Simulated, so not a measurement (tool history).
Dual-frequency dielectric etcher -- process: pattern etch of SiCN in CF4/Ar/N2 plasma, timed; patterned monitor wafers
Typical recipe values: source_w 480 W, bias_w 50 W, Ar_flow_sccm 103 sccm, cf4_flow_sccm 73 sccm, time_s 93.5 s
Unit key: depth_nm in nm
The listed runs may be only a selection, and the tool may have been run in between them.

run     day  source_w  bias_w  Ar_flow_sccm  cf4_flow_sccm  time_s  wafers since the last listed run  hours since the last wet clean  hours since the last source power generator calibration  hours since the last bias power generator calibration  hours since the last Ar flow controller change  hours since the last CF4 flow controller change  hours since the last upper electrode change  hours since the gauge calibration  read-back reference wafer on the same gauge, depth_nm  depth_nm
  1   0.000       480      50           103             73    93.5                                 0                           328.2                                                   4650.5                                                 4618.5                                          4860.7                                           3570.4                                       2943.8                              332.0                                                   60.7      66.0
  2   0.254       480      50           103             73    93.5                                66                           334.3                                                   4656.6                                                 4624.6                                          4866.8                                           3576.5                                       2949.9                              338.1                                                   60.7      66.0
  3   0.650       480      50           103             73    93.5                               104                           343.8                                                   4666.1                                                 4634.1                                          4876.3                                           3586.0                                       2959.4                              347.6                                                   60.7      66.0
  4   1.146       480      50           103             73    93.5                               130                           355.7                                                   4678.0                                                 4646.0                                          4888.2                                           3597.9                                       2971.3                              359.5                                                   60.7      66.3
  5   1.854       570      50           103             73    93.5                               186                           372.7                                                   4695.0                                                 4663.0                                          4905.2                                           3614.9                                       2988.3                              376.5                                                   60.7      78.1
  6   2.204       570      50           103             73    93.5                                92                           381.1                                                   4703.4                                                 4671.4                                          4913.6                                           3623.3                                       2996.7                              384.9                                                   60.7      78.2
  7   2.529       480      58           103             73    93.5                                85                           388.9                                                   4711.2                                                 4679.2                                          4921.4                                           3631.1                                       3004.5                              392.7                                                   60.7      69.0
  8   3.104       480      58           103             73    93.5                               151                           402.7                                                   4725.0                                                 4693.0                                          4935.2                                           3644.9                                       3018.3                              406.5                                                   60.7      69.1
      4.008  -- gauge calibrated
      4.700  -- Ar flow controller replaced
      5.654  -- wet clean of the chamber
  9   5.675       480      58           103             73    93.5                               360                             0.5                                                   4786.7                                                 4754.7                                            23.4                                           3706.6                                       3080.0                               40.0                                                   60.7      69.6
      7.208  -- source power generator calibrated
 10   7.229       480      50           103             73    73.0                               365                            37.8                                                      0.5                                                 4792.0                                            60.7                                           3743.9                                       3117.3                               77.3                                                   60.6      51.8
 11   7.650       480      57           103             73    93.5                               110                            47.9                                                     10.6                                                 4802.1                                            70.8                                           3754.0                                       3127.4                               87.4                                                   60.7      69.3
      8.596  -- CF4 flow controller replaced
 12   9.321       420      57            93             63    93.5                               374                            88.0                                                     50.7                                                 4842.2                                           110.9                                             17.4                                       3167.5                              127.5                                                   60.7      60.4
 13   9.900       590      50           124             79   121.0                               152                           101.9                                                     64.6                                                 4856.1                                           124.8                                             31.3                                       3181.4                              141.4                                                   60.7     101.5
 14  10.596       600      44           103             81    80.5                               183                           118.6                                                     81.3                                                 4872.8                                           141.5                                             48.0                                       3198.1                              158.1                                                   60.7      69.7
     12.096  -- upper electrode replaced
     12.204  -- bias power generator calibrated
 15  12.225       480      50            80             65    93.5                               137                           157.7                                                    120.4                                                    0.5                                           180.6                                             87.1                                          3.1                              197.2                                                   60.7      69.5
 16  13.404       480      61           103             73    85.0                               310                           186.0                                                    148.7                                                   28.8                                           208.9                                            115.4                                         31.4                              225.5                                                   60.7      64.0
 17  13.779       480      50           103             73    93.5                                98                           195.0                                                    157.7                                                   37.8                                           217.9                                            124.4                                         40.4                              234.5                                                   60.7      66.2
 18  14.488       480      50           103             73   102.5                               186                           212.0                                                    174.7                                                   54.8                                           234.9                                            141.4                                         57.4                              251.5                                                   60.7      72.6
 19  14.871       480      50           103             73    93.5                               100                           221.2                                                    183.9                                                   64.0                                           244.1                                            150.6                                         66.6                              260.7                                                   60.7      66.2
 20  15.183       480      50            80             88    93.5                                82                           228.7                                                    191.4                                                   71.5                                           251.6                                            158.1                                         74.1                              268.2                                                   60.7      73.1
 21  15.446       480      50           103             73    93.5                                69                           235.0                                                    197.7                                                   77.8                                           257.9                                            164.4                                         80.4                              274.5                                                   60.7      66.1
 22  16.083       480      57            79             73    71.5                               167                           250.3                                                    213.0                                                   93.1                                           273.2                                            179.7                                         95.7                              289.8                                                   60.7      56.5

What the log doesn't show, run by run:
source power that arrives over what is set, %: 0 in every run
bias power that arrives over what is set, %: 0 in every run
Ar flow that arrives over what is set, %: 0 in every run
CF4 flow that arrives over what is set, %: 0 in every run
gauge reads high (%): 0 in every run
H1: etch rate over this chamber's usual, %
run       H1
  1   -0.483
  2   -0.494
  3    -0.51
  4   -0.531
  5    -0.56
  6   -0.575
  7   -0.588
  8   -0.612
  9  -0.0695
 10   -0.134
 11   -0.152
 12   -0.221
 13   -0.245
 14   -0.274
 15   -0.342
 16   -0.391
 17   -0.406
 18   -0.436
 19   -0.452
 20   -0.465
 21   -0.476
 22   -0.502

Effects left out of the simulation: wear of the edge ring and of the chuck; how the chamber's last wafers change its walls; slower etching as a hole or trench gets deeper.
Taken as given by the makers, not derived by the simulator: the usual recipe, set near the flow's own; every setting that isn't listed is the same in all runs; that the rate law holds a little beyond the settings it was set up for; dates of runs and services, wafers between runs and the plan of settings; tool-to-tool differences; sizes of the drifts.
